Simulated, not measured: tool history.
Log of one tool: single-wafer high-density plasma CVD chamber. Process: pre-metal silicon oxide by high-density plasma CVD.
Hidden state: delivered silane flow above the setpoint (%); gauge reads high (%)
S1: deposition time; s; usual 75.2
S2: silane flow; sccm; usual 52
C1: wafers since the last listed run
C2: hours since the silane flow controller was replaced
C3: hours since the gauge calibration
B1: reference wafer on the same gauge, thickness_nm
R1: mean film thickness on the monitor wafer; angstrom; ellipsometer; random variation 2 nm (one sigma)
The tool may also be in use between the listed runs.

run	hour	S1	S2	C1	C2	C3	B1	R1
1	0.0	75.2	52	0	3056.7	251.1	341.805	4006.15
2	65.6	75.2	52	1400	3122.3	316.7	339.982	4009.43
3	109.7	75.2	55	941	3166.4	360.8	340.093	4240.81
4	171.5	78.4	52	1319	3228.2	422.6	340.062	4195.75
5	236.1	78.4	52	1379	3292.8	487.2	339.669	4186.21
# hour 278.5: silane flow controller replaced
6	282.6	78.4	52	821	4.1	533.7	337.989	4131.01
7	330.3	75.2	45	1018	51.8	581.4	338.099	3430.58
8	390.8	75.2	56	1291	112.3	641.9	338.292	4308.79
9	427.4	82.3	61	781	148.9	678.5	338.324	5131.36
10	492.5	60.2	55	1389	214.0	743.6	337.049	3378.39
11	559.6	83.7	46	1432	281.1	810.7	338.339	3906.13
12	591.5	61.8	59	681	313.0	842.6	337.954	3732.85

Forecast run 13:
# hour 597.3: gauge calibrated
13	649.1	84.6	52	1229	370.6	51.8	?	?

B1: 346.467
R1: 4574.50 angstrom
Without the tool's hidden state the same run would have given R1 4591.41 angstrom.
